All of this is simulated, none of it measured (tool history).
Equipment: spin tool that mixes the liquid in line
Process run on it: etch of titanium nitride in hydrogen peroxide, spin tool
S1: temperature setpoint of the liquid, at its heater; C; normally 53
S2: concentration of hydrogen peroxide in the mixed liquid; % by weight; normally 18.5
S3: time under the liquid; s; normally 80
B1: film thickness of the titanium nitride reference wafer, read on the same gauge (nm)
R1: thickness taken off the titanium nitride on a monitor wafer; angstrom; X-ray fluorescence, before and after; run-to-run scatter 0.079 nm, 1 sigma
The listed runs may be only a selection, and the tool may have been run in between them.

run	hour	S1	S2	S3	B1	R1
1	0	53	21.5	80	59.99	83.9
2	13.2	53	21.5	80	60.02	83.6
3	37.4	53	21.5	80	60.04	84.4
4	66.7	53	18.5	80	59.99	80.7
# hour 82.3: gauge calibrated
5	82.6	53	18.5	80	60.01	80.7
6	149.9	53	18.5	95	60.03	95.4
7	169	53	21	80	59.98	81.5
8	192.9	53	21	80	59.99	83
9	214.5	60.5	18.5	80	60	135.6
# hour 228.3: new drum of peroxide connected
# hour 228.9: heated supply line repaired
10	280.9	45	18.5	60	60.01	33.7
# hour 303.5: peroxide flow meter replaced
11	307.2	53	18.5	80	60	80.7
12	321	53	18.5	80	60.01	80.8
13	353.4	53	18.5	80	60	79.8
# hour 386.2: gauge calibrated
14	423.6	62.5	22	105	59.99	212.9
15	436.1	48.5	18.5	65	59.95	47
16	455.9	44.5	18.5	55	59.97	30.1
17	483.9	53	20.5	30	60	31.3
# hour 499.7: thermometer replaced
18	500.2	50	18.5	100	60.01	81.5
19	520.8	43.5	22	80	60.03	41.5
20	553.3	53	18.5	80	60	79.9
21	570	53	18.5	100	59.99	100.7
22	597.6	53	18.5	80	59.98	80.7
23	632	46	24	80	60.01	51.8

5 ways to go on from here, each from the tool as it stands after run 23. What would each give?
A	632.4	53	18.5	80	?	?
B	632.4	53	15	40	?	?
C	632.4	53	18.5	55	?	?
D	632.4	53	20	125	?	?
E	632.4	61	18.5	80	?	?

run	B1	R1
A	60.05	80.6
B	60.05	38.5
C	60.05	55.4
D	60.05	128
E	60.05	140.2
With no hidden state in the tool, these same runs would have given:
run	R1
A	80.6
B	38.5
C	55.4
D	128
E	140.2
